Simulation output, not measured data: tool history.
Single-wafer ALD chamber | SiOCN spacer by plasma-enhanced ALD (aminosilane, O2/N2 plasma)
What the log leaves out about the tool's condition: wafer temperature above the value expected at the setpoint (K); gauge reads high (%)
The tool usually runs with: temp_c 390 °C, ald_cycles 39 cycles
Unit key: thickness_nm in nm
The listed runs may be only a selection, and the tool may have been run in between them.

run   hour  temp_c  ald_cycles  wafers since the last listed run  hours since the last thermocouple change  hours since the gauge calibration  read-back reference wafer on the same gauge, thickness_nm  thickness_nm
  1      0     390          36                                 0                                    2444.2                               17.6                                                       2.34         2.238
  2   12.7     390          39                                77                                    2456.9                               30.3                                                       2.34          2.41
  3     19     390          39                                38                                    2463.2                               36.6                                                      2.341         2.426
  4   29.4     384          39                                63                                    2473.6                                 47                                                      2.343         2.415
  5   42.8     384          39                                81                                      2487                               60.4                                                      2.344         2.418
  6     52     390          39                                55                                    2496.2                               69.6                                                      2.345         2.415
  7   68.7     390          39                               101                                    2512.9                               86.3                                                      2.346          2.42
  8   78.1     390          43                                57                                    2522.3                               95.7                                                      2.345         2.685
  9   89.8     390          39                                71                                      2534                              107.4                                                      2.349         2.424
 10  106.4     390          39                               100                                    2550.6                                124                                                      2.349         2.423
 11  122.8     390          39                                99                                      2567                              140.4                                                      2.351         2.434
 12  136.5     390          39                                83                                    2580.7                              154.1                                                      2.351         2.432
 13  185.7     401          39                               298                                    2629.9                              203.3                                                      2.358         2.425
 14  192.2     401          39                                39                                    2636.4                              209.8                                                      2.357         2.423
 15  207.6     390          39                                93                                    2651.8                              225.2                                                       2.36          2.43
 16    224     390          39                                99                                    2668.2                              241.6                                                       2.36         2.433
     242.6  -- thermocouple changed; heater temperature recalibrated
 17  243.1     390          39                                67                                       0.5                              260.7                                                       2.36         2.444
 18  243.4     390          44                                 1                                       0.8                                261                                                       2.36         2.752
 19  255.4     383          35                                72                                      12.8                                273                                                      2.363         2.194
 20  263.4     401          44                                48                                      20.8                                281                                                      2.364         2.749
 21    270     377          36                                40                                      27.4                              287.6                                                      2.366         2.256
 22  322.3     385          34                               317                                      79.7                              339.9                                                      2.369         2.135
 23  331.2     390          39                                54                                      88.6                              348.8                                                      2.371         2.451
 24  342.4     401          35                                67                                      99.8                                360                                                      2.373         2.192
     349.7  -- gauge calibrated
 25  352.1     390          33                                58                                     109.5                                2.4                                                      2.337         2.029
 26  368.7     390          35                               100                                     126.1                                 19                                                      2.336         2.162
 27  375.2     385          36                                39                                     132.6                               25.5                                                      2.338         2.228
 28  389.5     403          34                                86                                     146.9                               39.8                                                       2.34          2.08
 29  401.2     390          39                                71                                     158.6                               51.5                                                       2.34         2.415
 30  409.7     400          39                                51                                     167.1                                 60                                                      2.339         2.414
 31  421.9     390          45                                74                                     179.3                               72.2                                                      2.341         2.796
 32  431.6     390          44                                58                                       189                               81.9                                                      2.341          2.74
 33  447.9     376          43                                98                                     205.3                               98.2                                                      2.343         2.671
 34  465.5     405          39                               106                                     222.9                              115.8                                                      2.343          2.37
 35  482.8     401          39                               104                                     240.2                              133.1                                                      2.348         2.408

Table of differences, measured result less the result of that run with no hidden state. Run-to-run variation is the same in both. Gauge scatter possibly is not:
run  thickness_nm
  1        -0.001
  2            +0
  3        +0.002
  4        +0.002
  5        +0.003
  6        +0.004
  7        +0.006
  8        +0.008
  9        +0.008
 10         +0.01
 11        +0.012
 12        +0.013
 13        +0.017
 14        +0.018
 15         +0.02
 16        +0.021
 17        +0.024
 18        +0.026
 19        +0.021
 20        +0.028
 21        +0.024
 22        +0.027
 23        +0.032
 24        +0.029
 25        -0.005
 26        -0.003
 27        -0.002
 28        -0.001
 29            +0
 30            +0
 31        +0.002
 32        +0.003
 33        +0.005
 34        +0.005
 35        +0.008
